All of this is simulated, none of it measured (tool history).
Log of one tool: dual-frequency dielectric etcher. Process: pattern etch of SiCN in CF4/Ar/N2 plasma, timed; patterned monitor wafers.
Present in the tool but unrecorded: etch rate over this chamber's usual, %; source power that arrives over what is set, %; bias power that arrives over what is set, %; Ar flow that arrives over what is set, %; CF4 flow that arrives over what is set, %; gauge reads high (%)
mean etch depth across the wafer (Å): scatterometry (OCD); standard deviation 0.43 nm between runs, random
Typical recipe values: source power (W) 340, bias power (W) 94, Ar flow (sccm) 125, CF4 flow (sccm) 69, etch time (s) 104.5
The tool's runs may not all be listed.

| run | day | source power (W) | bias power (W) | Ar flow (sccm) | CF4 flow (sccm) | etch time (s) | wafers since the last listed run | hours since the last wet clean | hours since the last source power generator calibration | hours since the last bias power generator calibration | hours since the last Ar flow controller change | hours since the last CF4 flow controller change | hours since the last upper electrode change | hours since the gauge calibration | read-back reference wafer on the same gauge, depth_nm | mean etch depth across the wafer (Å) |
|---|---|---|---|---|---|---|---|---|---|---|---|---|---|---|---|---|
| 1 | 0 | 340 | 94 | 105 | 69 | 104.5 | 0 | 105.6 | 1970 | 308 | 1428.9 | 1721.1 | 289.4 | 2469.8 | 73.5 | 718 |
| 2 | 2.308 | 340 | 94 | 105 | 69 | 104.5 | 544 | 161 | 2025.4 | 363.4 | 1484.3 | 1776.5 | 344.8 | 2525.2 | 73.7 | 716 |
| 3 | 9.571 | 340 | 94 | 125 | 69 | 104.5 | 1711 | 335.3 | 2199.7 | 537.7 | 1658.6 | 1950.8 | 519.1 | 2699.5 | 73.6 | 693 |
|  | 10.367 | gauge calibrated |
| 4 | 12.967 | 340 | 94 | 125 | 69 | 104.5 | 800 | 416.8 | 2281.2 | 619.2 | 1740.1 | 2032.3 | 600.6 | 62.4 | 73.4 | 691 |
| 5 | 16.083 | 340 | 115 | 125 | 69 | 104.5 | 734 | 491.6 | 2356 | 694 | 1814.9 | 2107.1 | 675.4 | 137.2 | 73.6 | 720 |
|  | 17.808 | wet clean of the chamber |
| 6 | 18.379 | 340 | 70 | 125 | 69 | 120 | 305 | 13.7 | 2411.1 | 749.1 | 1870 | 2162.2 | 730.5 | 192.3 | 73.6 | 778 |
| 7 | 22.408 | 340 | 94 | 125 | 69 | 104.5 | 949 | 110.4 | 2507.8 | 845.8 | 1966.7 | 2258.9 | 827.2 | 289 | 73.5 | 717 |
| 8 | 26.583 | 340 | 94 | 125 | 69 | 104.5 | 984 | 210.6 | 2608 | 946 | 2066.9 | 2359.1 | 927.4 | 389.2 | 73.5 | 713 |
| 9 | 29.996 | 340 | 94 | 125 | 69 | 104.5 | 804 | 292.5 | 2689.9 | 1027.9 | 2148.8 | 2441 | 1009.3 | 471.1 | 73.5 | 700 |
| 10 | 32.875 | 340 | 104 | 101 | 78 | 78.5 | 678 | 361.6 | 2759 | 1097 | 2217.9 | 2510.1 | 1078.4 | 540.2 | 73.6 | 559 |
|  | 35.292 | CF4 flow controller replaced |
| 11 | 35.504 | 300 | 94 | 125 | 69 | 104.5 | 560 | 424.7 | 2822.1 | 1160.1 | 2281 | 5.1 | 1141.5 | 603.3 | 73.5 | 642 |
|  | 39.15 | wet clean of the chamber |
| 12 | 39.171 | 340 | 94 | 140 | 52 | 104.5 | 628 | 0.5 | 2910.1 | 1248.1 | 2369 | 93.1 | 1229.5 | 691.3 | 73.4 | 694 |
| 13 | 40.375 | 310 | 76 | 142 | 69 | 80.5 | 283 | 29.4 | 2939 | 1277 | 2397.9 | 122 | 1258.4 | 720.2 | 73.5 | 491 |
|  | 43.212 | source power generator calibrated |
| 14 | 44.542 | 370 | 94 | 125 | 69 | 104.5 | 942 | 129.4 | 31.9 | 1377 | 2497.9 | 222 | 1358.4 | 820.2 | 73.5 | 755 |
|  | 46.358 | Ar flow controller replaced |
| 15 | 52.35 | 390 | 94 | 125 | 69 | 126.5 | 1781 | 316.8 | 219.3 | 1564.4 | 143.8 | 409.4 | 1545.8 | 1007.6 | 73.5 | 931 |
| 16 | 54.467 | 390 | 106 | 125 | 84 | 93 | 498 | 367.6 | 270.1 | 1615.2 | 194.6 | 460.2 | 1596.6 | 1058.4 | 73.5 | 708 |
| 17 | 58.083 | 340 | 94 | 125 | 85 | 120 | 852 | 454.4 | 356.9 | 1702 | 281.4 | 547 | 1683.4 | 1145.2 | 73.5 | 812 |
| 18 | 62.425 | 380 | 85 | 125 | 69 | 104.5 | 1023 | 558.6 | 461.1 | 1806.2 | 385.6 | 651.2 | 1787.6 | 1249.4 | 73.6 | 720 |
|  | 63.812 | wet clean of the chamber |
| 19 | 64.792 | 340 | 94 | 125 | 69 | 104.5 | 322 | 23.5 | 517.9 | 1863 | 442.4 | 708 | 1844.4 | 1306.2 | 73.7 | 717 |
| 20 | 66.338 | 340 | 94 | 125 | 69 | 124.5 | 364 | 60.6 | 555 | 1900.1 | 479.5 | 745.1 | 1881.5 | 1343.3 | 73.7 | 852 |
| 21 | 69.454 | 340 | 104 | 125 | 69 | 127.5 | 734 | 135.4 | 629.8 | 1974.9 | 554.3 | 819.9 | 1956.3 | 1418.1 | 73.6 | 889 |
| 22 | 72.338 | 340 | 117 | 155 | 61 | 79.5 | 679 | 204.6 | 699 | 2044.1 | 623.5 | 889.1 | 2025.5 | 1487.3 | 73.5 | 548 |

3 ways to go on from here, each from the tool as it stands after run 22. What would each give?
| A | 72.354 | 340 | 102 | 125 | 69 | 104.5 | 3 | 205 | 699.4 | 2044.5 | 623.9 | 889.5 | 2025.9 | 1487.7 | ? | ? |
| B | 72.354 | 340 | 94 | 125 | 76 | 104.5 | 3 | 205 | 699.4 | 2044.5 | 623.9 | 889.5 | 2025.9 | 1487.7 | ? | ? |
| C | 72.354 | 400 | 106 | 125 | 69 | 104.5 | 3 | 205 | 699.4 | 2044.5 | 623.9 | 889.5 | 2025.9 | 1487.7 | ? | ? |

| run | read-back reference wafer on the same gauge, depth_nm | mean etch depth across the wafer (Å) |
|---|---|---|
| A | 73.5 | 722 |
| B | 73.5 | 714 |
| C | 73.5 | 817 |
Without the tool's unlogged condition, the same runs would have read:
| run | mean etch depth across the wafer (Å) |
|---|---|
| A | 738 |
| B | 730 |
| C | 835 |

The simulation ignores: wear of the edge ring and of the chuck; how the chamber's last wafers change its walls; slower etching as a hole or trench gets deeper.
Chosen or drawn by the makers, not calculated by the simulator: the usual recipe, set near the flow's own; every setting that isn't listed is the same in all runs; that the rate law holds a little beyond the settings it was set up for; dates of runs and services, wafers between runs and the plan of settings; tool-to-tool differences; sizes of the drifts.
